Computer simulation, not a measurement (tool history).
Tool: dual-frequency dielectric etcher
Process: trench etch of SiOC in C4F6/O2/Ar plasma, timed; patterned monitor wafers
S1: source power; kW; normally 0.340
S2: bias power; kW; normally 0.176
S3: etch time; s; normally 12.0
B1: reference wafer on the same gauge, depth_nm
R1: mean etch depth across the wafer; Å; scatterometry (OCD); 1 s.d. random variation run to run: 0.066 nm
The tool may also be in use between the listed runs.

run,hour,S1,S2,S3,B1,R1
1,0.0,0.340,0.176,14.0,22.60,249.3
2,8.4,0.340,0.176,14.0,22.60,249.9
3,52.5,0.340,0.176,12.0,22.59,213.2
4,59.6,0.340,0.176,12.0,22.60,212.7
# hour 87.2: wet clean of the chamber
5,87.7,0.340,0.176,12.0,22.60,222.8
# hour 103.7: gauge calibrated
# hour 113.6: upper electrode replaced
6,114.1,0.340,0.176,12.0,22.59,222.1
7,114.4,0.290,0.176,10.5,22.61,179.5
8,119.0,0.340,0.164,12.0,22.61,215.3
9,135.1,0.400,0.198,12.0,22.62,252.3
10,143.1,0.400,0.198,12.0,22.61,252.0
# hour 154.5: source power generator calibrated
11,155.0,0.340,0.176,12.0,22.61,222.2
12,161.4,0.340,0.176,14.5,22.59,267.4
13,169.9,0.340,0.196,12.0,22.59,233.0
14,180.6,0.300,0.142,12.0,22.60,189.1
15,197.1,0.290,0.200,12.0,22.59,214.8
16,210.5,0.340,0.176,12.0,22.60,220.5
# hour 222.6: bias power generator calibrated
17,226.1,0.310,0.176,12.0,22.58,209.7
18,241.7,0.400,0.191,10.5,22.60,216.9
19,248.4,0.340,0.176,12.0,22.59,220.0
20,261.5,0.340,0.176,15.0,22.60,274.4
21,275.1,0.340,0.155,12.0,22.59,207.7
22,285.7,0.370,0.176,12.0,22.61,229.1

Below are 5 alternative next runs, each starting from the tool's condition after run 22. Predict each:
A,286.1,0.340,0.176,12.0,?,?
B,286.1,0.340,0.134,13.5,?,?
C,286.1,0.420,0.139,14.0,?,?
D,286.1,0.300,0.176,12.0,?,?
E,286.1,0.360,0.188,9.0,?,?

run,B1,R1
A,22.58,218.8
B,22.58,219.7
C,22.58,257.1
D,22.58,205.2
E,22.58,173.5
With no hidden state in the tool, these same runs would have given:
run,R1
A,223.3
B,224.3
C,262.5
D,209.5
E,177.1
